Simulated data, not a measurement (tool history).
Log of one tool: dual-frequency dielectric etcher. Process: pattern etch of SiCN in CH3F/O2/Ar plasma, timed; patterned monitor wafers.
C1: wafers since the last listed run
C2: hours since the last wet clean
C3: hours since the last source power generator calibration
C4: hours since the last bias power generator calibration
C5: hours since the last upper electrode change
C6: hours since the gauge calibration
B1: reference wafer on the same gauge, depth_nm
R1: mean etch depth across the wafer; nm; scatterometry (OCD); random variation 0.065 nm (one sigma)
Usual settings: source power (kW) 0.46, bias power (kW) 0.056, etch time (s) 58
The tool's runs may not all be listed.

Run 1, hour 0: usual settings; C1 0; C2 564.7; C3 3461.2; C4 1646.7; C5 3616.2; C6 767.6; B1 21.92. Result: R1 22.85 nm.
At hour 37.7: wet clean of the chamber.
At hour 52.4: upper electrode replaced.
Run 2, hour 52.9: usual settings but source power (kW) 0.51; C1 114; C2 15.2; C3 3514.1; C4 1699.6; C5 0.5; C6 820.5; B1 21.88. Result: R1 23 nm.
Run 3, hour 63.7: usual settings but etch time (s) 53; C1 87; C2 26; C3 3524.9; C4 1710.4; C5 11.3; C6 831.3; B1 21.9. Result: R1 20.01 nm.
Run 4, hour 98.5: usual settings; C1 280; C2 60.8; C3 3559.7; C4 1745.2; C5 46.1; C6 866.1; B1 21.89. Result: R1 21.95 nm.
Run 5, hour 110.9: usual settings; C1 99; C2 73.2; C3 3572.1; C4 1757.6; C5 58.5; C6 878.5; B1 21.89. Result: R1 21.92 nm.
At hour 131.8: bias power generator calibrated.
Run 6, hour 140.6: usual settings; C1 207; C2 102.9; C3 3601.8; C4 8.8; C5 88.2; C6 908.2; B1 21.91. Result: R1 21.89 nm.
Run 7, hour 157.8: usual settings; C1 138; C2 120.1; C3 3619; C4 26; C5 105.4; C6 925.4; B1 21.91. Result: R1 21.76 nm.
Run 8, hour 189.5: usual settings; C1 255; C2 151.8; C3 3650.7; C4 57.7; C5 137.1; C6 957.1; B1 21.91. Result: R1 21.81 nm.
Run 9, hour 204.9: usual settings but bias power (kW) 0.067, etch time (s) 45.5; C1 124; C2 167.2; C3 3666.1; C4 73.1; C5 152.5; C6 972.5; B1 21.9. Result: R1 18.72 nm.
Run 10, hour 221.7: usual settings but etch time (s) 41; C1 135; C2 184; C3 3682.9; C4 89.9; C5 169.3; C6 989.3; B1 21.91. Result: R1 15.56 nm.
Run 11, hour 257.4: usual settings; C1 287; C2 219.7; C3 3718.6; C4 125.6; C5 205; C6 1025; B1 21.92. Result: R1 22.01 nm.
Run 12, hour 293.1: usual settings but bias power (kW) 0.049; C1 287; C2 255.4; C3 3754.3; C4 161.3; C5 240.7; C6 1060.7; B1 21.88. Result: R1 20.74 nm.
Run 13, hour 322.2: usual settings; C1 234; C2 284.5; C3 3783.4; C4 190.4; C5 269.8; C6 1089.8; B1 21.91. Result: R1 22.13 nm.
Run 14, hour 344.7: usual settings; C1 181; C2 307; C3 3805.9; C4 212.9; C5 292.3; C6 1112.3; B1 21.9. Result: R1 22.26 nm.
At hour 371.4: gauge calibrated.
Run 15, hour 379.7: usual settings but etch time (s) 68.5; C1 282; C2 342; C3 3840.9; C4 247.9; C5 327.3; C6 8.3; B1 21.9. Result: R1 26.42 nm.
Run 16, hour 402.7: usual settings but source power (kW) 0.58, bias power (kW) 0.052, etch time (s) 48.5; C1 185; C2 365; C3 3863.9; C4 270.9; C5 350.3; C6 31.3; B1 21.9. Result: R1 20.03 nm.
Run 17, hour 418.6: usual settings but source power (kW) 0.43, bias power (kW) 0.069, etch time (s) 64; C1 128; C2 380.9; C3 3879.8; C4 286.8; C5 366.2; C6 47.2; B1 21.88. Result: R1 26.47 nm.
Run 18, hour 444.9: usual settings but source power (kW) 0.55, bias power (kW) 0.052, etch time (s) 68; C1 211; C2 407.2; C3 3906.1; C4 313.1; C5 392.5; C6 73.5; B1 21.91. Result: R1 27.44 nm.
Run 19, hour 477.7: usual settings; C1 264; C2 440; C3 3938.9; C4 345.9; C5 425.3; C6 106.3; B1 21.9. Result: R1 22.36 nm.
Run 20, hour 512.5: usual settings; C1 280; C2 474.8; C3 3973.7; C4 380.7; C5 460.1; C6 141.1; B1 21.91. Result: R1 22.5 nm.
Run 21, hour 536.8: usual settings; C1 195; C2 499.1; C3 3998; C4 405; C5 484.4; C6 165.4; B1 21.92. Result: R1 22.48 nm.

Run 22 comes next. What will it give?
At hour 548.2: source power generator calibrated.
At hour 639.5: wet clean of the chamber.
Run 22, hour 641.3: usual settings but source power (kW) 0.43, etch time (s) 65; C1 616; C2 1.8; C3 93.1; C4 509.5; C5 588.9; C6 269.9; B1 ?. Result: R1 ?.

B1: 21.91
R1: 23.95 nm
Without the tool's hidden state the same run would have given R1 23.65 nm.

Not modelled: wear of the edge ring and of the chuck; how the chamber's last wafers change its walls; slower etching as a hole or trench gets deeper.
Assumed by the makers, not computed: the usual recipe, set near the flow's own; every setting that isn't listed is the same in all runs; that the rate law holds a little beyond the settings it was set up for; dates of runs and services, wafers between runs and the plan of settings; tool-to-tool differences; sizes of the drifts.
